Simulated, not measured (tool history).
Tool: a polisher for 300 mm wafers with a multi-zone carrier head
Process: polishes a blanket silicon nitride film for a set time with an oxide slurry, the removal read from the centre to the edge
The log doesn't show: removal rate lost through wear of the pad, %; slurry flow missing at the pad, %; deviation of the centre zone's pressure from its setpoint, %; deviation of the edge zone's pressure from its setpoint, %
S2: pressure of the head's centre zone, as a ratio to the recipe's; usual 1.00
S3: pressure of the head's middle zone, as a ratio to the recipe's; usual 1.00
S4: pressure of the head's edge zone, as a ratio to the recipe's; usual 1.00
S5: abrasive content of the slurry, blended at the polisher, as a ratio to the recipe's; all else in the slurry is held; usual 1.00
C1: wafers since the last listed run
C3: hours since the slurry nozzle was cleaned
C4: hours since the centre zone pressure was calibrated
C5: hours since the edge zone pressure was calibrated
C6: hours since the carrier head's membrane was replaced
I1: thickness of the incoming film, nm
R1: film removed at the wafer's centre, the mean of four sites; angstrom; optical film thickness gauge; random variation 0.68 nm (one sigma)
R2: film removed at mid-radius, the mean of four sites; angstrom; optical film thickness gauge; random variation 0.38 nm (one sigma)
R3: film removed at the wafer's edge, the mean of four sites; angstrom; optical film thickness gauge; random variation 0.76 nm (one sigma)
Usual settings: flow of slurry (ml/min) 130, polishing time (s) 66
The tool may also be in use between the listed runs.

run 1 hour=0.0 | flow_of_slurry_(ml/min)=130 S2=1.00 S3=1.00 S4=1.00 S5=1.00 polishing_time_(s)=66 | C1=0 wafers_polished_on_this_pad=954 C3=120.6 C4=1109.7 C5=560.9 C6=1360.3 | I1=598.7 | R1=549 R2=543 R3=548
-- hour=6.0 worn pad replaced by a new one
run 2 hour=32.0 | flow_of_slurry_(ml/min)=130 S2=1.00 S3=1.00 S4=1.00 S5=1.00 polishing_time_(s)=66 | C1=243 wafers_polished_on_this_pad=226 C3=152.6 C4=1141.7 C5=592.9 C6=1392.3 | I1=598.3 | R1=551 R2=539 R3=544
run 3 hour=44.3 | flow_of_slurry_(ml/min)=130 S2=1.00 S3=1.00 S4=1.00 S5=1.00 polishing_time_(s)=66 | C1=107 wafers_polished_on_this_pad=333 C3=164.9 C4=1154.0 C5=605.2 C6=1404.6 | I1=605.4 | R1=546 R2=536 R3=542
run 4 hour=70.7 | flow_of_slurry_(ml/min)=130 S2=1.00 S3=1.00 S4=1.00 S5=1.10 polishing_time_(s)=83 | C1=229 wafers_polished_on_this_pad=563 C3=191.3 C4=1180.4 C5=631.6 C6=1431.0 | I1=605.1 | R1=739 R2=704 R3=699
run 5 hour=87.2 | flow_of_slurry_(ml/min)=130 S2=1.00 S3=1.00 S4=1.00 S5=1.10 polishing_time_(s)=83 | C1=143 wafers_polished_on_this_pad=707 C3=207.8 C4=1196.9 C5=648.1 C6=1447.5 | I1=597.9 | R1=731 R2=705 R3=723
-- hour=100.4 worn pad replaced by a new one
run 6 hour=115.5 | flow_of_slurry_(ml/min)=155 S2=1.00 S3=1.00 S4=1.00 S5=1.00 polishing_time_(s)=66 | C1=211 wafers_polished_on_this_pad=131 C3=236.1 C4=1225.2 C5=676.4 C6=1475.8 | I1=606.5 | R1=575 R2=554 R3=576
-- hour=127.9 edge zone pressure recalibrated
-- hour=136.0 centre zone pressure recalibrated
run 7 hour=138.4 | flow_of_slurry_(ml/min)=155 S2=1.00 S3=1.00 S4=1.00 S5=1.00 polishing_time_(s)=66 | C1=164 wafers_polished_on_this_pad=296 C3=259.0 C4=2.4 C5=10.5 C6=1498.7 | I1=588.9 | R1=569 R2=552 R3=555
run 8 hour=155.2 | flow_of_slurry_(ml/min)=155 S2=1.00 S3=1.00 S4=1.00 S5=1.00 polishing_time_(s)=66 | C1=146 wafers_polished_on_this_pad=442 C3=275.8 C4=19.2 C5=27.3 C6=1515.5 | I1=604.7 | R1=570 R2=550 R3=567
run 9 hour=176.4 | flow_of_slurry_(ml/min)=130 S2=1.00 S3=1.00 S4=1.00 S5=1.00 polishing_time_(s)=66 | C1=184 wafers_polished_on_this_pad=627 C3=297.0 C4=40.4 C5=48.5 C6=1536.7 | I1=602.9 | R1=559 R2=530 R3=546
run 10 hour=208.9 | flow_of_slurry_(ml/min)=130 S2=1.00 S3=1.00 S4=1.00 S5=1.00 polishing_time_(s)=66 | C1=283 wafers_polished_on_this_pad=910 C3=329.5 C4=72.9 C5=81.0 C6=1569.2 | I1=596.7 | R1=548 R2=537 R3=548
-- hour=217.5 worn pad replaced by a new one
run 11 hour=243.5 | flow_of_slurry_(ml/min)=130 S2=1.00 S3=1.00 S4=1.00 S5=1.00 polishing_time_(s)=66 | C1=266 wafers_polished_on_this_pad=226 C3=364.1 C4=107.5 C5=115.6 C6=1603.8 | I1=602.5 | R1=552 R2=536 R3=552
run 12 hour=256.3 | flow_of_slurry_(ml/min)=110 S2=1.00 S3=1.00 S4=1.00 S5=1.25 polishing_time_(s)=66 | C1=111 wafers_polished_on_this_pad=337 C3=376.9 C4=120.3 C5=128.4 C6=1616.6 | I1=595.1 | R1=596 R2=578 R3=591
-- hour=266.4 carrier head's membrane replaced by a new one
-- hour=273.6 slurry nozzle cleaned
run 13 hour=284.2 | flow_of_slurry_(ml/min)=175 S2=1.00 S3=0.92 S4=1.00 S5=0.75 polishing_time_(s)=84 | C1=190 wafers_polished_on_this_pad=528 C3=10.6 C4=148.2 C5=156.3 C6=17.8 | I1=590.5 | R1=627 R2=587 R3=613
run 14 hour=301.2 | flow_of_slurry_(ml/min)=130 S2=1.00 S3=1.00 S4=0.88 S5=0.80 polishing_time_(s)=66 | C1=148 wafers_polished_on_this_pad=676 C3=27.6 C4=165.2 C5=173.3 C6=34.8 | I1=595.4 | R1=484 R2=470 R3=453
-- hour=322.7 worn pad replaced by a new one
run 15 hour=323.2 | flow_of_slurry_(ml/min)=130 S2=1.00 S3=1.00 S4=1.00 S5=1.00 polishing_time_(s)=66 | C1=156 wafers_polished_on_this_pad=4 C3=49.6 C4=187.2 C5=195.3 C6=56.8 | I1=605.1 | R1=549 R2=541 R3=560
run 16 hour=331.7 | flow_of_slurry_(ml/min)=130 S2=1.05 S3=0.95 S4=1.00 S5=1.00 polishing_time_(s)=66 | C1=74 wafers_polished_on_this_pad=78 C3=58.1 C4=195.7 C5=203.8 C6=65.3 | I1=601.4 | R1=583 R2=521 R3=558
run 17 hour=353.3 | flow_of_slurry_(ml/min)=130 S2=0.95 S3=1.04 S4=1.08 S5=1.00 polishing_time_(s)=85 | C1=188 wafers_polished_on_this_pad=266 C3=79.7 C4=217.3 C5=225.4 C6=86.9 | I1=602.5 | R1=682 R2=696 R3=737
run 18 hour=373.9 | flow_of_slurry_(ml/min)=165 S2=1.04 S3=1.00 S4=1.00 S5=1.00 polishing_time_(s)=66 | C1=179 wafers_polished_on_this_pad=446 C3=100.3 C4=237.9 C5=246.0 C6=107.5 | I1=600.8 | R1=609 R2=556 R3=565
run 19 hour=400.9 | flow_of_slurry_(ml/min)=130 S2=1.00 S3=1.00 S4=1.00 S5=1.00 polishing_time_(s)=66 | C1=235 wafers_polished_on_this_pad=681 C3=127.3 C4=264.9 C5=273.0 C6=134.5 | I1=607.0 | R1=549 R2=537 R3=561
run 20 hour=421.6 | flow_of_slurry_(ml/min)=130 S2=1.00 S3=1.00 S4=1.00 S5=1.00 polishing_time_(s)=66 | C1=180 wafers_polished_on_this_pad=861 C3=148.0 C4=285.6 C5=293.7 C6=155.2 | I1=604.8 | R1=538 R2=535 R3=550

What the log doesn't show, run by run:
removal rate lost through wear of the pad, %: 0 in every run
slurry flow missing at the pad, %: 0 in every run
deviation of the centre zone's pressure from its setpoint, %: 0 in every run
deviation of the edge zone's pressure from its setpoint, %: 0 in every run
